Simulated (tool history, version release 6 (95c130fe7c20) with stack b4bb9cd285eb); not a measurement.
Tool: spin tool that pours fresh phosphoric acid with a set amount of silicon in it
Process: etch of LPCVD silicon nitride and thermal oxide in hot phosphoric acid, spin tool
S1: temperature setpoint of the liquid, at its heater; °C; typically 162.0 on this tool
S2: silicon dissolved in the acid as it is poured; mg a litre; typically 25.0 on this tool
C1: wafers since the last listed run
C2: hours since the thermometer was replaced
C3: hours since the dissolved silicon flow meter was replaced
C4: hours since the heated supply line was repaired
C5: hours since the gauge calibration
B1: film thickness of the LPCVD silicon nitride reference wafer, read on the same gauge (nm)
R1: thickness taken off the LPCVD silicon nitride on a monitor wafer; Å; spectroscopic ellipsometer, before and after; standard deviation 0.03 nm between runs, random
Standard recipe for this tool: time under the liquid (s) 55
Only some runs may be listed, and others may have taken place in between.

run 1 hour=0.0 | S1=162.0 S2=25.0 time_under_the_liquid_(s)=55 | C1=0 C2=191.5 C3=384.2 C4=1107.8 C5=2289.3 | B1=100.00 | R1=56.3
run 2 hour=56.7 | S1=162.0 S2=25.0 time_under_the_liquid_(s)=55 | C1=767 C2=248.2 C3=440.9 C4=1164.5 C5=2346.0 | B1=99.99 | R1=55.8
run 3 hour=210.9 | S1=161.0 S2=25.0 time_under_the_liquid_(s)=55 | C1=2086 C2=402.4 C3=595.1 C4=1318.7 C5=2500.2 | B1=100.00 | R1=54.7
run 4 hour=242.7 | S1=162.0 S2=25.0 time_under_the_liquid_(s)=55 | C1=430 C2=434.2 C3=626.9 C4=1350.5 C5=2532.0 | B1=100.01 | R1=56.2
-- hour=302.9 gauge calibrated
run 5 hour=304.5 | S1=162.0 S2=17.0 time_under_the_liquid_(s)=30 | C1=836 C2=496.0 C3=688.7 C4=1412.3 C5=1.6 | B1=100.02 | R1=31.0
-- hour=342.4 heated supply line repaired
run 6 hour=362.8 | S1=163.0 S2=37.0 time_under_the_liquid_(s)=25 | C1=775 C2=554.3 C3=747.0 C4=20.4 C5=59.9 | B1=99.97 | R1=26.6
run 7 hour=417.3 | S1=162.0 S2=39.0 time_under_the_liquid_(s)=85 | C1=737 C2=608.8 C3=801.5 C4=74.9 C5=114.4 | B1=99.98 | R1=87.8
run 8 hour=457.0 | S1=160.0 S2=13.5 time_under_the_liquid_(s)=30 | C1=537 C2=648.5 C3=841.2 C4=114.6 C5=154.1 | B1=100.01 | R1=28.8
run 9 hour=483.4 | S1=163.5 S2=25.0 time_under_the_liquid_(s)=55 | C1=357 C2=674.9 C3=867.6 C4=141.0 C5=180.5 | B1=100.01 | R1=60.5
run 10 hour=547.6 | S1=162.0 S2=20.0 time_under_the_liquid_(s)=55 | C1=868 C2=739.1 C3=931.8 C4=205.2 C5=244.7 | B1=100.01 | R1=57.0
run 11 hour=588.6 | S1=162.0 S2=20.0 time_under_the_liquid_(s)=55 | C1=554 C2=780.1 C3=972.8 C4=246.2 C5=285.7 | B1=99.99 | R1=57.5
run 12 hour=626.8 | S1=162.0 S2=25.0 time_under_the_liquid_(s)=75 | C1=517 C2=818.3 C3=1011.0 C4=284.4 C5=323.9 | B1=100.04 | R1=78.5
run 13 hour=691.2 | S1=162.0 S2=25.0 time_under_the_liquid_(s)=55 | C1=871 C2=882.7 C3=1075.4 C4=348.8 C5=388.3 | B1=100.01 | R1=57.8
run 14 hour=734.9 | S1=162.0 S2=25.0 time_under_the_liquid_(s)=55 | C1=591 C2=926.4 C3=1119.1 C4=392.5 C5=432.0 | B1=99.96 | R1=57.8
run 15 hour=779.8 | S1=164.0 S2=12.5 time_under_the_liquid_(s)=25 | C1=607 C2=971.3 C3=1164.0 C4=437.4 C5=476.9 | B1=100.01 | R1=27.8
run 16 hour=820.6 | S1=164.0 S2=8.5 time_under_the_liquid_(s)=80 | C1=552 C2=1012.1 C3=1204.8 C4=478.2 C5=517.7 | B1=99.98 | R1=89.6
run 17 hour=848.7 | S1=163.0 S2=35.0 time_under_the_liquid_(s)=30 | C1=380 C2=1040.2 C3=1232.9 C4=506.3 C5=545.8 | B1=100.02 | R1=33.0
-- hour=870.6 dissolved silicon flow meter replaced
run 18 hour=886.9 | S1=164.0 S2=34.0 time_under_the_liquid_(s)=55 | C1=503 C2=1078.4 C3=16.3 C4=544.5 C5=584.0 | B1=100.04 | R1=62.4
-- hour=893.5 thermometer replaced
run 19 hour=955.3 | S1=163.5 S2=16.0 time_under_the_liquid_(s)=45 | C1=912 C2=61.8 C3=84.7 C4=612.9 C5=652.4 | B1=100.01 | R1=48.0
run 20 hour=1010.3 | S1=162.0 S2=39.5 time_under_the_liquid_(s)=55 | C1=744 C2=116.8 C3=139.7 C4=667.9 C5=707.4 | B1=100.01 | R1=55.3
run 21 hour=1160.9 | S1=162.0 S2=25.0 time_under_the_liquid_(s)=45 | C1=2038 C2=267.4 C3=290.3 C4=818.5 C5=858.0 | B1=100.01 | R1=46.1
run 22 hour=1195.2 | S1=160.5 S2=25.0 time_under_the_liquid_(s)=55 | C1=464 C2=301.7 C3=324.6 C4=852.8 C5=892.3 | B1=100.01 | R1=53.7
run 23 hour=1387.1 | S1=162.0 S2=11.0 time_under_the_liquid_(s)=70 | C1=2597 C2=493.6 C3=516.5 C4=1044.7 C5=1084.2 | B1=99.98 | R1=72.7

Each row is a separate what-if for the run after 23, all from the same tool condition, not one after another. Results?
run A hour=1387.5 | S1=162.0 S2=25.0 time_under_the_liquid_(s)=35 | C1=5 C2=494.0 C3=516.9 C4=1045.1 C5=1084.6 | B1=? | R1=?
run B hour=1387.5 | S1=159.5 S2=15.5 time_under_the_liquid_(s)=75 | C1=5 C2=494.0 C3=516.9 C4=1045.1 C5=1084.6 | B1=? | R1=?
run C hour=1387.5 | S1=161.0 S2=38.0 time_under_the_liquid_(s)=70 | C1=5 C2=494.0 C3=516.9 C4=1045.1 C5=1084.6 | B1=? | R1=?

run=A B1=100.03 R1=36.3
run=B B1=100.03 R1=71.6
run=C B1=100.03 R1=70.3
Stripped of hidden state, with their random variation kept, the same runs would have yielded:
run=A R1=35.4
run=B R1=69.9
run=C R1=68.6

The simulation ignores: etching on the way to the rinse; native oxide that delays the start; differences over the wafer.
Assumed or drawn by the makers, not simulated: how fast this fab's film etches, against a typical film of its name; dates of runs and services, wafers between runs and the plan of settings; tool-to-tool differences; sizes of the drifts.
